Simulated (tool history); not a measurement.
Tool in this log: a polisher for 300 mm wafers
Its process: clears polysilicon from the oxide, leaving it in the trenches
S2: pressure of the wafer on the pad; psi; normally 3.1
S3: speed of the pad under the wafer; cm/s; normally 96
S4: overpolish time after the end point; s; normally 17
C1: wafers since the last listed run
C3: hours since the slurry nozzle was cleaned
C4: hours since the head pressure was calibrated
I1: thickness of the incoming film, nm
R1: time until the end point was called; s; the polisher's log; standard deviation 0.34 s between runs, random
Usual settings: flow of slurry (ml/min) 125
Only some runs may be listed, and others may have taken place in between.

run 1 hour=0 | flow_of_slurry_(ml/min)=125 S2=3.1 S3=96 S4=17 | C1=0 wafers_polished_on_this_pad=362 C3=143.2 C4=359.1 | I1=483.2 | R1=26.8
run 2 hour=65.5 | flow_of_slurry_(ml/min)=125 S2=3.1 S3=96 S4=17 | C1=949 wafers_polished_on_this_pad=1311 C3=208.7 C4=424.6 | I1=474.1 | R1=26.8
run 3 hour=170.8 | flow_of_slurry_(ml/min)=125 S2=3.1 S3=96 S4=17 | C1=1525 wafers_polished_on_this_pad=2837 C3=314 C4=529.9 | I1=483.1 | R1=27.6
run 4 hour=209.5 | flow_of_slurry_(ml/min)=125 S2=3.1 S3=96 S4=17 | C1=560 wafers_polished_on_this_pad=3397 C3=352.7 C4=568.6 | I1=483.3 | R1=28.4
run 5 hour=312 | flow_of_slurry_(ml/min)=125 S2=4 S3=96 S4=17 | C1=1485 wafers_polished_on_this_pad=4882 C3=455.2 C4=671.1 | I1=478.2 | R1=22.6
-- hour=315.9 slurry nozzle cleaned
run 6 hour=391.7 | flow_of_slurry_(ml/min)=125 S2=4 S3=96 S4=17 | C1=1140 wafers_polished_on_this_pad=6023 C3=75.8 C4=750.8 | I1=475.3 | R1=22.8
-- hour=420.9 worn pad replaced by a new one, of another model than before
run 7 hour=457.7 | flow_of_slurry_(ml/min)=125 S2=3.1 S3=96 S4=17 | C1=898 wafers_polished_on_this_pad=532 C3=141.8 C4=816.8 | I1=476.8 | R1=26.4
-- hour=549.1 head pressure recalibrated
run 8 hour=554.7 | flow_of_slurry_(ml/min)=125 S2=3.1 S3=96 S4=17 | C1=1376 wafers_polished_on_this_pad=1908 C3=238.8 C4=5.6 | I1=478.2 | R1=27.3
run 9 hour=660.5 | flow_of_slurry_(ml/min)=125 S2=3.1 S3=96 S4=17 | C1=1532 wafers_polished_on_this_pad=3441 C3=344.6 C4=111.4 | I1=477.3 | R1=27.3
-- hour=683.2 slurry nozzle cleaned
run 10 hour=755.5 | flow_of_slurry_(ml/min)=125 S2=3.1 S3=96 S4=17 | C1=1361 wafers_polished_on_this_pad=4803 C3=72.3 C4=206.4 | I1=477.4 | R1=27.9
-- hour=785.4 worn pad replaced by a new one
run 11 hour=813.4 | flow_of_slurry_(ml/min)=125 S2=3.1 S3=96 S4=17 | C1=780 wafers_polished_on_this_pad=406 C3=130.2 C4=264.3 | I1=488.7 | R1=26.7
run 12 hour=852.1 | flow_of_slurry_(ml/min)=125 S2=3.1 S3=96 S4=17 | C1=560 wafers_polished_on_this_pad=967 C3=168.9 C4=303 | I1=480.7 | R1=26.5
run 13 hour=935 | flow_of_slurry_(ml/min)=100 S2=3.1 S3=96 S4=17 | C1=1201 wafers_polished_on_this_pad=2168 C3=251.8 C4=385.9 | I1=473.3 | R1=27.1
run 14 hour=1011.4 | flow_of_slurry_(ml/min)=140 S2=3.1 S3=96 S4=24 | C1=1106 wafers_polished_on_this_pad=3275 C3=328.2 C4=462.3 | I1=481.6 | R1=27.2
run 15 hour=1083.5 | flow_of_slurry_(ml/min)=125 S2=3.1 S3=96 S4=17 | C1=1044 wafers_polished_on_this_pad=4319 C3=400.3 C4=534.4 | I1=476.6 | R1=27.5
-- hour=1116.5 slurry nozzle cleaned
run 16 hour=1127.3 | flow_of_slurry_(ml/min)=140 S2=3.1 S3=78 S4=17 | C1=620 wafers_polished_on_this_pad=4939 C3=10.8 C4=578.2 | I1=474.6 | R1=30.3
-- hour=1212.5 worn pad replaced by a new one
-- hour=1316.8 head pressure recalibrated
run 17 hour=1347.6 | flow_of_slurry_(ml/min)=90 S2=3.1 S3=80 S4=17 | C1=3104 wafers_polished_on_this_pad=1928 C3=231.1 C4=30.8 | I1=478.5 | R1=31.8
run 18 hour=1424.9 | flow_of_slurry_(ml/min)=110 S2=3.1 S3=96 S4=17 | C1=1119 wafers_polished_on_this_pad=3048 C3=308.4 C4=108.1 | I1=473.4 | R1=26.9
run 19 hour=1483.8 | flow_of_slurry_(ml/min)=125 S2=3.1 S3=96 S4=17 | C1=853 wafers_polished_on_this_pad=3901 C3=367.3 C4=167 | I1=481.9 | R1=28.2
-- hour=1519.4 slurry nozzle cleaned
-- hour=1557.3 worn pad replaced by a new one
run 20 hour=1568.2 | flow_of_slurry_(ml/min)=125 S2=3.1 S3=96 S4=17 | C1=1150 wafers_polished_on_this_pad=157 C3=48.8 C4=251.4 | I1=481.7 | R1=26.9
run 21 hour=1650.1 | flow_of_slurry_(ml/min)=125 S2=3.1 S3=96 S4=17 | C1=1186 wafers_polished_on_this_pad=1344 C3=130.7 C4=333.3 | I1=476.1 | R1=27.1
run 22 hour=1750.7 | flow_of_slurry_(ml/min)=90 S2=2.6 S3=66 S4=17 | C1=1457 wafers_polished_on_this_pad=2801 C3=231.3 C4=433.9 | I1=487.6 | R1=38.8
run 23 hour=1858.1 | flow_of_slurry_(ml/min)=150 S2=3.1 S3=76 S4=17 | C1=1556 wafers_polished_on_this_pad=4357 C3=338.7 C4=541.3 | I1=480.3 | R1=30.6
-- hour=1933.4 slurry nozzle cleaned
run 24 hour=1943.8 | flow_of_slurry_(ml/min)=125 S2=3.7 S3=96 S4=12 | C1=1227 wafers_polished_on_this_pad=5584 C3=10.4 C4=627 | I1=481.3 | R1=25.6
-- hour=1951.6 worn pad replaced by a new one
run 25 hour=2016 | flow_of_slurry_(ml/min)=125 S2=3.1 S3=96 S4=17 | C1=988 wafers_polished_on_this_pad=933 C3=82.6 C4=699.2 | I1=478.3 | R1=27.2

Branching from run 25: 5 alternative next runs. What would each branch give?
run A hour=2016.4 | flow_of_slurry_(ml/min)=125 S2=3.1 S3=96 S4=8 | C1=5 wafers_polished_on_this_pad=939 C3=83 C4=699.6 | I1=479.5 | R1=?
run B hour=2016.4 | flow_of_slurry_(ml/min)=125 S2=3.8 S3=96 S4=17 | C1=5 wafers_polished_on_this_pad=939 C3=83 C4=699.6 | I1=479.5 | R1=?
run C hour=2016.4 | flow_of_slurry_(ml/min)=125 S2=2.2 S3=96 S4=17 | C1=5 wafers_polished_on_this_pad=939 C3=83 C4=699.6 | I1=479.5 | R1=?
run D hour=2016.4 | flow_of_slurry_(ml/min)=105 S2=2.8 S3=70 S4=11 | C1=5 wafers_polished_on_this_pad=939 C3=83 C4=699.6 | I1=479.5 | R1=?
run E hour=2016.4 | flow_of_slurry_(ml/min)=125 S2=3.4 S3=120 S4=17 | C1=5 wafers_polished_on_this_pad=939 C3=83 C4=699.6 | I1=479.5 | R1=?

run=A R1=26.3
run=B R1=23.1
run=C R1=32
run=D R1=33.8
run=E R1=21.8
What these runs would have given with no unlogged condition in the tool:
run=A R1=26.1
run=B R1=23
run=C R1=31.8
run=D R1=33.6
run=E R1=21.7
